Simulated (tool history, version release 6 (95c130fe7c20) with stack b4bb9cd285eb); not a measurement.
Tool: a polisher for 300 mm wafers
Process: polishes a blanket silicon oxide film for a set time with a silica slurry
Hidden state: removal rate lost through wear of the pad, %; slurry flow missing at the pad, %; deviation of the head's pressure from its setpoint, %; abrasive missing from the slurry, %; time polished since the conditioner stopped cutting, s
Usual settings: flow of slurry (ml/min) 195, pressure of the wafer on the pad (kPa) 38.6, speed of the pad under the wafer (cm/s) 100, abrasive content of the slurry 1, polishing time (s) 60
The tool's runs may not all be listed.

run     day  flow of slurry (ml/min)  pressure of the wafer on the pad (kPa)  speed of the pad under the wafer (cm/s)  abrasive content of the slurry  polishing time (s)  wafers since the last listed run  wafers polished on this pad  hours since the slurry nozzle was cleaned  hours since the head pressure was calibrated  hours since the slurry blender was calibrated  hours since the conditioning disc was replaced  incoming thickness of the incoming film, nm  film removed (angstrom)
  1       0                      195                                    38.6                                      100                             0.8                  60                                 0                         4486                                        633                                         501.2                                            157                                           302.4                                       1890.5                     1649
      0.758  -- slurry nozzle cleaned
      1.517  -- worn pad replaced by a new one
      1.617  -- head pressure recalibrated
  2   1.796                      195                                    38.6                                      100                               1                  60                               477                           62                                       24.9                                           4.3                                          200.1                                           345.5                                       1885.9                     2131
  3   3.058                      195                                    38.6                                      100                               1                  60                               400                          462                                       55.2                                          34.6                                          230.4                                           375.8                                       1900.1                     2134
  4   4.517                      135                                    38.6                                      100                            0.75                  40                               462                          925                                       90.2                                          69.6                                          265.4                                           410.8                                       1914.9                     1036
      5.896  -- conditioning disc replaced and pad reconditioned
  5   7.354                      195                                    30.3                                      100                               1                  60                               873                         1798                                      158.3                                         137.7                                          333.5                                              35                                       1914.9                     1643
  6  10.196                      195                                    38.6                                      124                             1.2                  60                               901                         2699                                      226.5                                         205.9                                          401.7                                           103.2                                       1940.3                     2634
     10.496  -- slurry blender recalibrated
  7  12.108                      195                                    38.6                                      100                               1                  60                               580                         3280                                      272.4                                         251.8                                           38.7                                           149.1                                       1891.4                     2132
  8  14.567                      245                                    38.6                                      100                             1.1                  60                               779                         4059                                      331.4                                         310.8                                           97.7                                           208.1                                       1864.1                     2302
  9  16.046                      195                                    38.6                                      100                               1                  60                               469                         4528                                      366.9                                         346.3                                          133.2                                           243.6                                       1923.9                     2056
 10  17.433                      195                                    35.2                                       64                               1                  52                               440                         4968                                      400.2                                         379.6                                          166.5                                           276.9                                       1885.4                     1190
 11  18.838                      195                                    38.6                                      100                               1                  60                               445                         5414                                      433.9                                         413.3                                          200.2                                           310.6                                         1871                     2031
     19.962  -- worn pad replaced by a new one
 12  19.983                      195                                    38.6                                      100                               1                  68                               310                            6                                      461.4                                         440.8                                          227.7                                           338.1                                       1898.3                     2293
 13  22.217                      195                                    38.6                                      100                               1                  60                               708                          715                                        515                                         494.4                                          281.3                                           391.7                                       1913.9                     1948
     22.812  -- conditioning disc replaced and pad reconditioned
 14  24.525                      265                                    44.1                                      100                               1                  60                               705                         1420                                      570.4                                         549.8                                          336.7                                            41.1                                       1894.8                     2249
     25.762  -- head pressure recalibrated
 15  26.217                      195                                    38.6                                      100                               1                  60                               510                         1930                                        611                                          10.9                                          377.3                                            81.7                                       1912.7                     2023
     27.329  -- slurry nozzle cleaned
 16  27.958                      195                                    38.6                                      100                               1                  60                               539                         2469                                       15.1                                          52.7                                          419.1                                           123.5                                       1872.1                     2001
     28.221  -- slurry blender recalibrated
 17  30.346                      195                                    38.6                                      126                               1                  60                               730                         3200                                       72.4                                           110                                             51                                           180.8                                       1882.3                     2568
 18  31.392                      215                                    28.3                                       82                               1                  47                               331                         3532                                       97.5                                         135.1                                           76.1                                           205.9                                       1916.5                     1092
 19  34.092                      195                                    38.6                                      100                               1                  60                               856                         4388                                      162.3                                         199.9                                          140.9                                           270.7                                       1910.9                     2134

Run 20 comes next. What will it give?
 20  35.708                      195                                    38.6                                      100                             0.9                  60                               512                         4901                                      201.1                                         238.7                                          179.7                                           309.5                                       1858.5                        ?

Run 20 gave film removed (angstrom) 1937.
Without the tool's hidden state the same run would have given film removed (angstrom) 2004.
